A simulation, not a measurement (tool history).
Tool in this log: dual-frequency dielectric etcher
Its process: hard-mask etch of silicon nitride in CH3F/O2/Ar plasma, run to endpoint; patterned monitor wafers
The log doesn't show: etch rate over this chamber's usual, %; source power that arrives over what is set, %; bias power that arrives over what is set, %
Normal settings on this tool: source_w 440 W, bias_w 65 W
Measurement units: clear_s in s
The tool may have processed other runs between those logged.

run	day	source_w	bias_w	wafers since the last listed run	hours since the last wet clean	hours since the last source power generator calibration	hours since the last bias power generator calibration	hours since the last upper electrode change	incoming incoming film thickness, nm	clear_s
1	0.000	440	65	0	158.3	752.8	2609.9	2962.0	28.97	39.3
2	1.871	440	65	355	203.2	797.7	2654.8	3006.9	28.96	39.9
3	5.762	440	55	740	296.6	891.1	2748.2	3100.3	29.18	40.9
4	7.450	440	55	321	337.1	931.6	2788.7	3140.8	28.75	40.6
# day 14.912: wet clean of the chamber
5	15.704	440	65	1380	19.0	1129.7	2986.8	3338.9	28.87	39.8
6	16.800	440	65	208	45.3	1156.0	3013.1	3365.2	29.09	39.9
7	18.942	440	65	407	96.7	1207.4	3064.5	3416.6	28.59	39.0
8	20.475	440	65	291	133.5	1244.2	3101.3	3453.4	28.93	39.5
9	22.962	440	65	473	193.2	1303.9	3161.0	3513.1	28.81	39.5
10	24.425	440	65	278	228.3	1339.0	3196.1	3548.2	29.04	39.6
11	27.425	490	52	570	300.3	1411.0	3268.1	3620.2	28.70	39.3
12	30.050	510	51	499	363.3	1474.0	3331.1	3683.2	28.91	38.6
# day 31.279: upper electrode replaced
13	32.725	410	78	318	427.5	1538.2	3395.3	34.7	28.91	38.8
14	34.212	440	65	282	463.2	1573.9	3431.0	70.4	28.73	39.3
# day 35.829: bias power generator calibrated
# day 36.350: source power generator calibrated
15	37.025	500	53	471	530.7	16.2	28.7	137.9	29.00	38.3
# day 40.312: wet clean of the chamber
16	43.221	440	65	988	69.8	164.9	177.4	286.6	28.55	39.3
17	45.796	440	70	489	131.6	226.7	239.2	348.4	28.41	38.8
18	47.325	380	72	290	168.3	263.4	275.9	385.1	28.91	41.7
19	48.767	510	72	274	202.9	298.0	310.5	419.7	28.66	36.2
20	50.421	520	56	314	242.6	337.7	350.2	459.4	29.06	38.2

The tool's hidden state at each run:
source power that arrives over what is set, %: 0 on each run
bias power that arrives over what is set, %: 0 on each run
H1: etch rate over this chamber's usual, %
run	H1
1	0.689
2	0.896
3	1.33
4	1.51
5	0.188
6	0.309
7	0.545
8	0.715
9	0.989
10	1.15
11	1.48
12	1.77
13	2.07
14	2.23
15	2.54
16	-0.146
17	0.138
18	0.307
19	0.466
20	0.649

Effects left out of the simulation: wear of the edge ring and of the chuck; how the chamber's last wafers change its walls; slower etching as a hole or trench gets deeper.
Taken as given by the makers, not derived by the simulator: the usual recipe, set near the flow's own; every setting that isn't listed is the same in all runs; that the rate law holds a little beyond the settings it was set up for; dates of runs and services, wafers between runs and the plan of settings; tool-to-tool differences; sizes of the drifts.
